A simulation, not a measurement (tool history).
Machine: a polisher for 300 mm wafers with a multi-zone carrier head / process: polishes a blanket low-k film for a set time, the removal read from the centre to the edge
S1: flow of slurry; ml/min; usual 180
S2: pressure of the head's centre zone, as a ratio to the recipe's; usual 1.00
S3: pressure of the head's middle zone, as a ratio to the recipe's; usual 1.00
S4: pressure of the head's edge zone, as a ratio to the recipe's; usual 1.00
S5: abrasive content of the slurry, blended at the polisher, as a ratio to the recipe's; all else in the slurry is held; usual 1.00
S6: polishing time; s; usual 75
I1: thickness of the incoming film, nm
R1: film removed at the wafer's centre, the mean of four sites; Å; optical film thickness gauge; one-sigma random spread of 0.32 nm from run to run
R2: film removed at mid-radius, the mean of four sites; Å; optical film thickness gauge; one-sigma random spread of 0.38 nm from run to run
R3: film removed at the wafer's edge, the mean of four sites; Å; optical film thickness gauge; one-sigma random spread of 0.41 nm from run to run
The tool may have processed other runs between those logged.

run	hour	S1	S2	S3	S4	S5	S6	I1	R1	R2	R3
1	0.0	180	1.00	1.00	1.00	1.10	75	369.5	287	298	294
2	21.8	180	1.00	1.00	1.00	1.10	75	364.5	281	292	289
# hour 36.7: worn pad replaced by a new one
3	43.4	180	1.00	1.00	1.00	1.10	75	377.4	302	307	305
4	56.4	180	1.00	1.00	1.00	1.00	75	363.5	292	301	294
5	84.6	180	1.00	1.00	1.00	1.00	75	372.3	281	295	289
6	103.6	180	1.00	1.00	1.00	1.00	75	370.9	285	296	286
7	135.7	180	1.00	1.00	1.00	1.00	75	368.7	272	283	277
# hour 144.9: worn pad replaced by a new one
8	169.7	180	1.00	1.00	1.00	1.00	75	373.6	287	302	297
9	205.3	180	1.00	1.00	1.00	1.00	75	365.4	279	290	295
# hour 223.8: slurry nozzle cleaned
# hour 237.6: worn pad replaced by a new one
10	238.7	180	1.00	1.00	1.00	1.00	75	368.5	291	309	304
# hour 257.0: edge zone pressure recalibrated
11	260.7	180	1.00	1.00	1.10	1.00	75	371.8	291	303	306
# hour 269.4: carrier head's membrane replaced by a new one
12	296.4	180	0.92	1.05	1.00	1.00	75	373.7	259	296	288
13	322.8	125	1.00	1.00	1.00	0.90	75	362.6	246	257	269
14	345.9	125	1.00	1.00	1.00	0.90	75	368.6	244	260	257
# hour 356.3: worn pad replaced by a new one
15	366.9	180	1.00	1.00	1.00	1.00	75	364.7	283	297	298
16	385.2	180	1.00	1.00	1.00	1.00	75	369.2	289	299	291
# hour 400.3: centre zone pressure recalibrated
17	408.9	180	1.00	1.00	1.00	0.75	75	364.8	256	272	263
18	441.7	180	1.00	1.00	1.12	1.00	75	374.5	274	293	296
19	460.3	180	0.96	0.89	1.00	0.75	49	367.4	157	153	169
# hour 470.3: worn pad replaced by a new one
20	489.5	180	1.00	1.11	1.00	1.00	75	367.9	286	325	296
21	517.6	180	1.00	1.00	1.00	1.00	75	371.7	277	290	290

5 options for the next run, each taken on its own from the tool as it stands now. Forecast them:
A	518.1	125	1.00	1.00	1.00	1.00	75	364.8	?	?	?
B	518.1	180	1.00	1.00	1.06	1.15	75	364.8	?	?	?
C	518.1	135	1.10	1.00	0.92	1.10	75	364.8	?	?	?
D	518.1	180	1.00	1.00	1.10	0.85	90	364.8	?	?	?
E	518.1	160	1.11	1.00	0.94	1.00	55	364.8	?	?	?

run	R1	R2	R3
A	261	275	271
B	295	307	305
C	302	288	272
D	320	334	337
E	225	211	200
Stripped of hidden state, with their random variation kept, the same runs would have yielded:
run	R1	R2	R3
A	270	284	279
B	304	317	314
C	312	297	281
D	331	345	348
E	232	218	206
